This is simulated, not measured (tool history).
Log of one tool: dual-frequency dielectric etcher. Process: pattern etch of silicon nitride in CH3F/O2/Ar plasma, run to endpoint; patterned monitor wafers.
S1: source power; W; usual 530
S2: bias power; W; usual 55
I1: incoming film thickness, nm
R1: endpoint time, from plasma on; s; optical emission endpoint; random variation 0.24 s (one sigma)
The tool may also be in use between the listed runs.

run 1 hour=0.0 | S1=530 S2=55 | I1=61.2 | R1=80.0
run 2 hour=57.4 | S1=530 S2=55 | I1=61.6 | R1=81.2
run 3 hour=113.7 | S1=530 S2=55 | I1=61.2 | R1=80.9
run 4 hour=142.0 | S1=530 S2=55 | I1=60.6 | R1=79.9
run 5 hour=191.6 | S1=530 S2=55 | I1=61.0 | R1=80.6
run 6 hour=239.0 | S1=530 S2=55 | I1=61.5 | R1=81.7
run 7 hour=267.6 | S1=570 S2=55 | I1=61.3 | R1=79.4
run 8 hour=323.7 | S1=530 S2=55 | I1=60.4 | R1=80.2
run 9 hour=389.7 | S1=530 S2=55 | I1=60.5 | R1=80.5
-- hour=441.4 wet clean of the chamber
run 10 hour=441.9 | S1=530 S2=55 | I1=61.1 | R1=80.1
run 11 hour=480.4 | S1=530 S2=55 | I1=61.4 | R1=79.8
run 12 hour=542.5 | S1=530 S2=55 | I1=60.9 | R1=80.1
run 13 hour=567.5 | S1=530 S2=55 | I1=61.3 | R1=80.7
run 14 hour=599.0 | S1=530 S2=55 | I1=61.1 | R1=80.7
run 15 hour=643.5 | S1=490 S2=61 | I1=61.5 | R1=79.7
run 16 hour=686.6 | S1=460 S2=55 | I1=61.3 | R1=84.5
run 17 hour=721.7 | S1=410 S2=42 | I1=61.1 | R1=94.1
run 18 hour=776.6 | S1=640 S2=41 | I1=61.1 | R1=82.6
run 19 hour=804.9 | S1=620 S2=47 | I1=61.0 | R1=80.3
run 20 hour=838.6 | S1=530 S2=55 | I1=60.6 | R1=80.0
run 21 hour=876.8 | S1=420 S2=42 | I1=60.0 | R1=91.6
-- hour=881.7 source power generator calibrated
-- hour=932.4 upper electrode replaced
-- hour=952.1 wet clean of the chamber
run 22 hour=952.6 | S1=530 S2=55 | I1=61.2 | R1=80.2
run 23 hour=987.9 | S1=530 S2=48 | I1=60.8 | R1=82.4
run 24 hour=1021.8 | S1=530 S2=63 | I1=61.1 | R1=76.8
-- hour=1083.1 bias power generator calibrated
run 25 hour=1167.1 | S1=530 S2=55 | I1=61.5 | R1=81.2
run 26 hour=1204.8 | S1=530 S2=55 | I1=60.8 | R1=80.0
run 27 hour=1230.4 | S1=530 S2=48 | I1=61.0 | R1=83.8
run 28 hour=1291.3 | S1=490 S2=55 | I1=61.1 | R1=82.9
run 29 hour=1361.1 | S1=560 S2=59 | I1=61.6 | R1=78.6

3 ways to go on from here, each from the tool as it stands after run 29. What would each give?
run A hour=1361.5 | S1=530 S2=55 | I1=61.4 | R1=?
run B hour=1361.5 | S1=430 S2=55 | I1=61.4 | R1=?
run C hour=1361.5 | S1=640 S2=60 | I1=61.4 | R1=?

run=A R1=81.2
run=B R1=86.4
run=C R1=74.6
Without the tool's hidden state the same runs would have given:
run=A R1=80.4
run=B R1=85.6
run=C R1=73.9
